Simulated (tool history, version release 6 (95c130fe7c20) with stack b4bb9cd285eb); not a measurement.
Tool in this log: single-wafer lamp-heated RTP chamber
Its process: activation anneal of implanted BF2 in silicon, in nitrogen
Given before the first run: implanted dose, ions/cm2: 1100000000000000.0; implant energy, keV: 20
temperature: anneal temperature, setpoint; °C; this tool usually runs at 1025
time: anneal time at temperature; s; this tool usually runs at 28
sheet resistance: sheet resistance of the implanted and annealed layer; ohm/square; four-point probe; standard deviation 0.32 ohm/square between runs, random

| run | hour | temperature | time | read-back reference wafer on the same gauge, sheet resistance | sheet resistance |
|---|---|---|---|---|---|
| 1 | 0.0 | 1008 | 28 | 140.05 | 168.25 |
|  | 44.5 | pyrometer window cleaned and pyrometer calibrated |
| 2 | 45.0 | 1025 | 28 | 140.03 | 151.59 |
| 3 | 120.3 | 1025 | 28 | 139.87 | 151.03 |
| 4 | 177.7 | 1025 | 28 | 139.84 | 151.33 |
| 5 | 271.3 | 1025 | 28 | 140.00 | 151.37 |
|  | 289.3 | pyrometer window cleaned and pyrometer calibrated |
| 6 | 347.5 | 1031 | 28 | 140.03 | 146.45 |
| 7 | 449.4 | 1031 | 28 | 140.05 | 146.84 |
| 8 | 534.3 | 1031 | 28 | 140.04 | 146.27 |
|  | 552.7 | pyrometer window cleaned and pyrometer calibrated |
| 9 | 570.4 | 1008 | 32 | 139.90 | 162.51 |
|  | 637.4 | gauge calibrated |
| 10 | 648.2 | 1045 | 23 | 139.93 | 141.26 |
| 11 | 725.8 | 1025 | 28 | 140.03 | 149.85 |
| 12 | 786.0 | 1025 | 17 | 140.02 | 161.51 |
|  | 806.9 | pyrometer window cleaned and pyrometer calibrated |
|  | 1017.4 | reflector plate cleaned |
| 13 | 1017.9 | 1040 | 19 | 140.05 | 149.02 |
|  | 1053.6 | pyrometer window cleaned and pyrometer calibrated |
| 14 | 1062.2 | 1025 | 28 | 140.09 | 151.49 |
| 15 | 1166.7 | 1037 | 41 | 140.08 | 136.38 |
| 16 | 1224.8 | 1005 | 32 | 140.15 | 168.21 |
|  | 1317.4 | pyrometer window cleaned and pyrometer calibrated |
| 17 | 1326.0 | 1037 | 21 | 140.09 | 149.11 |
| 18 | 1431.0 | 1042 | 28 | 139.97 | 140.07 |

Below are 4 alternative next runs, each starting from the tool's condition after run 18. Predict each:
| A | 1431.4 | 1025 | 28 | ? | ? |
| B | 1431.4 | 1014 | 41 | ? | ? |
| C | 1431.4 | 1054 | 42 | ? | ? |
| D | 1431.4 | 1049 | 11 | ? | ? |

| run | read-back reference wafer on the same gauge, sheet resistance | sheet resistance |
|---|---|---|
| A | 139.96 | 150.94 |
| B | 139.96 | 151.68 |
| C | 139.96 | 125.96 |
| D | 139.96 | 152.01 |
Had the tool no hidden state, the same runs would have come out as:
| run | sheet resistance |
|---|---|
| A | 151.48 |
| B | 152.34 |
| C | 126.36 |
| D | 152.55 |
